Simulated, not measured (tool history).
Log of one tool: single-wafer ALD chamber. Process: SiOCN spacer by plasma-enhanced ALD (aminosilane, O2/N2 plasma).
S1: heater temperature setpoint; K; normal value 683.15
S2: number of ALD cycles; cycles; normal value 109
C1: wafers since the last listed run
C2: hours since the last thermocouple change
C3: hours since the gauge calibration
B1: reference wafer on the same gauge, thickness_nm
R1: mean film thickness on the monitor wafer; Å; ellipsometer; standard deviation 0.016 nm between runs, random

Run 1, hour 0: usual settings; C1 0; C2 1111.8; C3 382.2; B1 6.907. Result: R1 62.33 Å.
Run 2, hour 67.1: usual settings; C1 223; C2 1178.9; C3 449.3; B1 6.911. Result: R1 62.06 Å.
Run 3, hour 175: usual settings; C1 359; C2 1286.8; C3 557.2; B1 6.911. Result: R1 62.43 Å.
Run 4, hour 280.3: usual settings; C1 351; C2 1392.1; C3 662.5; B1 6.908. Result: R1 61.75 Å.
Run 5, hour 359.8: usual settings; C1 265; C2 1471.6; C3 742; B1 6.914. Result: R1 62.08 Å.
Run 6, hour 403.6: usual settings; C1 146; C2 1515.4; C3 785.8; B1 6.909. Result: R1 62.11 Å.
Run 7, hour 499.4: usual settings; C1 319; C2 1611.2; C3 881.6; B1 6.907. Result: R1 61.53 Å.
Run 8, hour 553.6: usual settings but S1 675.15 K, S2 87 cycles; C1 180; C2 1665.4; C3 935.8; B1 6.909. Result: R1 50.53 Å.
Run 9, hour 655.1: usual settings; C1 338; C2 1766.9; C3 1037.3; B1 6.909. Result: R1 61.6 Å.
At hour 684.3: thermocouple changed; heater temperature recalibrated.
At hour 711.4: gauge calibrated.
Run 10, hour 715.2: usual settings but S1 696.15 K, S2 122 cycles; C1 173; C2 30.9; C3 3.8; B1 6.911. Result: R1 66.97 Å.

Estimate the outcome of run 11 from the log above:
Run 11, hour 806.7: usual settings; C1 305; C2 122.4; C3 95.3; B1 ?. Result: R1 ?.

{"run 11": {"B1": 6.911, "R1": 62.87}}
Were there no unlogged condition in the tool, this run, its random variation unchanged, would have produced R1 62.91 Å.
